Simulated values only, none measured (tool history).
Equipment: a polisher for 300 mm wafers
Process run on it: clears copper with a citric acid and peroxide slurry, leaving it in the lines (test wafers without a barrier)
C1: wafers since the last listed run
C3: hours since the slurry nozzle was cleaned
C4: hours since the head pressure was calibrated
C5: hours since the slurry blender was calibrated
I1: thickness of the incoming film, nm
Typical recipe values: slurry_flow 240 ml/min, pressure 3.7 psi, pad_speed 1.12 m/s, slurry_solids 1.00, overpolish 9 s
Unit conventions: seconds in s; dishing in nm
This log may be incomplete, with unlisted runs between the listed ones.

run 1 day=0.000 | slurry_flow=240 pressure=3.7 pad_speed=1.12 slurry_solids=1.00 overpolish=9 | C1=0 wafers_polished_on_this_pad=2736 C3=406.7 C4=324.3 C5=94.2 | I1=412.8 | seconds=120.0 dishing=18.1
run 2 day=2.050 | slurry_flow=240 pressure=3.7 pad_speed=1.12 slurry_solids=1.00 overpolish=9 | C1=504 wafers_polished_on_this_pad=3240 C3=455.9 C4=373.5 C5=143.4 | I1=412.3 | seconds=119.8 dishing=17.8
-- day=3.675 worn pad replaced by a new one
-- day=3.817 head pressure recalibrated
run 3 day=4.421 | slurry_flow=240 pressure=4.6 pad_speed=1.12 slurry_solids=1.00 overpolish=9 | C1=522 wafers_polished_on_this_pad=162 C3=512.8 C4=14.5 C5=200.3 | I1=411.5 | seconds=88.6 dishing=24.8
-- day=9.717 slurry blender recalibrated
run 4 day=12.279 | slurry_flow=240 pressure=4.6 pad_speed=1.12 slurry_solids=1.00 overpolish=9 | C1=1913 wafers_polished_on_this_pad=2076 C3=701.4 C4=203.1 C5=61.5 | I1=407.4 | seconds=89.8 dishing=23.8
-- day=13.062 slurry nozzle cleaned
run 5 day=14.046 | slurry_flow=240 pressure=4.6 pad_speed=1.12 slurry_solids=1.00 overpolish=9 | C1=424 wafers_polished_on_this_pad=2501 C3=23.6 C4=245.5 C5=103.9 | I1=409.6 | seconds=92.7 dishing=23.2
run 6 day=15.338 | slurry_flow=240 pressure=3.7 pad_speed=1.12 slurry_solids=1.20 overpolish=9 | C1=317 wafers_polished_on_this_pad=2819 C3=54.6 C4=276.5 C5=134.9 | I1=407.5 | seconds=115.1 dishing=18.9
-- day=16.229 worn pad replaced by a new one
run 7 day=18.000 | slurry_flow=240 pressure=3.7 pad_speed=1.12 slurry_solids=0.80 overpolish=9 | C1=614 wafers_polished_on_this_pad=435 C3=118.5 C4=340.4 C5=198.8 | I1=410.1 | seconds=125.4 dishing=17.4
run 8 day=20.696 | slurry_flow=240 pressure=3.7 pad_speed=1.12 slurry_solids=0.80 overpolish=9 | C1=663 wafers_polished_on_this_pad=1099 C3=183.2 C4=405.1 C5=263.5 | I1=411.9 | seconds=129.8 dishing=16.8
-- day=22.158 slurry blender recalibrated
-- day=23.771 head pressure recalibrated
run 9 day=24.912 | slurry_flow=240 pressure=3.7 pad_speed=1.34 slurry_solids=0.85 overpolish=9 | C1=996 wafers_polished_on_this_pad=2096 C3=284.4 C4=27.4 C5=66.1 | I1=411.4 | seconds=102.9 dishing=22.2
run 10 day=26.542 | slurry_flow=240 pressure=3.7 pad_speed=1.34 slurry_solids=0.85 overpolish=9 | C1=401 wafers_polished_on_this_pad=2497 C3=323.5 C4=66.5 C5=105.2 | I1=409.3 | seconds=101.1 dishing=22.5
-- day=29.079 worn pad replaced by a new one
run 11 day=29.462 | slurry_flow=240 pressure=3.7 pad_speed=1.34 slurry_solids=0.85 overpolish=9 | C1=677 wafers_polished_on_this_pad=93 C3=393.6 C4=136.6 C5=175.3 | I1=407.2 | seconds=102.9 dishing=21.0
run 12 day=31.642 | slurry_flow=240 pressure=3.7 pad_speed=1.12 slurry_solids=1.00 overpolish=9 | C1=536 wafers_polished_on_this_pad=630 C3=445.9 C4=188.9 C5=227.6 | I1=413.6 | seconds=115.9 dishing=18.9
run 13 day=34.188 | slurry_flow=240 pressure=3.7 pad_speed=1.12 slurry_solids=1.00 overpolish=9 | C1=626 wafers_polished_on_this_pad=1256 C3=507.0 C4=250.0 C5=288.7 | I1=404.2 | seconds=118.5 dishing=18.5
-- day=34.546 slurry blender recalibrated
run 14 day=36.433 | slurry_flow=240 pressure=3.7 pad_speed=1.12 slurry_solids=1.00 overpolish=9 | C1=532 wafers_polished_on_this_pad=1789 C3=560.9 C4=303.9 C5=45.3 | I1=412.6 | seconds=118.4 dishing=18.4
run 15 day=38.746 | slurry_flow=240 pressure=4.6 pad_speed=1.12 slurry_solids=1.00 overpolish=9 | C1=569 wafers_polished_on_this_pad=2358 C3=616.4 C4=359.4 C5=100.8 | I1=414.8 | seconds=98.8 dishing=21.9
-- day=40.250 slurry nozzle cleaned
run 16 day=41.604 | slurry_flow=195 pressure=3.7 pad_speed=0.80 slurry_solids=1.20 overpolish=14 | C1=693 wafers_polished_on_this_pad=3051 C3=32.5 C4=428.0 C5=169.4 | I1=413.3 | seconds=161.6 dishing=20.1
run 17 day=43.288 | slurry_flow=240 pressure=3.7 pad_speed=1.12 slurry_solids=1.00 overpolish=9 | C1=414 wafers_polished_on_this_pad=3466 C3=72.9 C4=468.4 C5=209.8 | I1=413.9 | seconds=131.4 dishing=17.3
-- day=43.542 worn pad replaced by a new one
-- day=43.975 head pressure recalibrated
run 18 day=44.429 | slurry_flow=240 pressure=3.0 pad_speed=1.12 slurry_solids=1.00 overpolish=9 | C1=219 wafers_polished_on_this_pad=198 C3=100.3 C4=10.9 C5=237.2 | I1=411.6 | seconds=130.0 dishing=17.1
run 19 day=46.742 | slurry_flow=240 pressure=2.4 pad_speed=1.12 slurry_solids=1.00 overpolish=9 | C1=569 wafers_polished_on_this_pad=767 C3=155.8 C4=66.4 C5=292.7 | I1=411.8 | seconds=161.0 dishing=13.6
-- day=47.933 slurry blender recalibrated
run 20 day=49.450 | slurry_flow=210 pressure=4.3 pad_speed=1.42 slurry_solids=0.75 overpolish=9 | C1=646 wafers_polished_on_this_pad=1413 C3=220.8 C4=131.4 C5=36.4 | I1=415.1 | seconds=86.8 dishing=25.8
run 21 day=52.433 | slurry_flow=240 pressure=3.7 pad_speed=1.12 slurry_solids=0.70 overpolish=5 | C1=734 wafers_polished_on_this_pad=2148 C3=292.4 C4=203.0 C5=108.0 | I1=405.8 | seconds=124.6 dishing=10.1
run 22 day=55.062 | slurry_flow=240 pressure=3.7 pad_speed=1.12 slurry_solids=1.00 overpolish=9 | C1=647 wafers_polished_on_this_pad=2795 C3=355.5 C4=266.1 C5=171.1 | I1=411.3 | seconds=113.7 dishing=19.8
-- day=56.383 worn pad replaced by a new one
run 23 day=57.054 | slurry_flow=270 pressure=2.7 pad_speed=1.12 slurry_solids=1.00 overpolish=9 | C1=449 wafers_polished_on_this_pad=165 C3=403.3 C4=313.9 C5=218.9 | I1=412.5 | seconds=159.8 dishing=15.2
run 24 day=59.500 | slurry_flow=240 pressure=2.8 pad_speed=1.12 slurry_solids=1.00 overpolish=9 | C1=602 wafers_polished_on_this_pad=767 C3=462.0 C4=372.6 C5=277.6 | I1=412.2 | seconds=157.0 dishing=14.7
-- day=60.029 slurry blender recalibrated
run 25 day=60.642 | slurry_flow=240 pressure=3.1 pad_speed=1.12 slurry_solids=1.00 overpolish=9 | C1=260 wafers_polished_on_this_pad=1027 C3=489.4 C4=400.0 C5=14.7 | I1=409.8 | seconds=139.5 dishing=16.0
run 26 day=61.733 | slurry_flow=240 pressure=3.7 pad_speed=1.12 slurry_solids=1.00 overpolish=9 | C1=268 wafers_polished_on_this_pad=1296 C3=515.6 C4=426.2 C5=40.9 | I1=408.1 | seconds=121.7 dishing=19.1
run 27 day=63.008 | slurry_flow=180 pressure=3.7 pad_speed=1.12 slurry_solids=1.00 overpolish=9 | C1=313 wafers_polished_on_this_pad=1610 C3=546.2 C4=456.8 C5=71.5 | I1=415.3 | seconds=128.2 dishing=17.8

The tool's hidden state at each run:
removal rate lost through wear of the pad, %: 0 on each run
slurry flow missing at the pad, %: 0 on each run
abrasive missing from the slurry, %: 0 on each run
H1: deviation of the head's pressure from its setpoint, %
run=1 H1=-8.46
run=2 H1=-9.86
run=3 H1=0.0794
run=4 H1=-5.28
run=5 H1=-6.49
run=6 H1=-7.37
run=7 H1=-9.19
run=8 H1=-11
run=9 H1=-1.84
run=10 H1=-2.95
run=11 H1=-4.95
run=12 H1=-6.43
run=13 H1=-8.17
run=14 H1=-9.7
run=15 H1=-11.3
run=16 H1=-13.2
run=17 H1=-14.4
run=18 H1=2.08
run=19 H1=0.499
run=20 H1=-1.35
run=21 H1=-3.39
run=22 H1=-5.18
run=23 H1=-6.54
run=24 H1=-8.21
run=25 H1=-8.99
run=26 H1=-9.73
run=27 H1=-10.6

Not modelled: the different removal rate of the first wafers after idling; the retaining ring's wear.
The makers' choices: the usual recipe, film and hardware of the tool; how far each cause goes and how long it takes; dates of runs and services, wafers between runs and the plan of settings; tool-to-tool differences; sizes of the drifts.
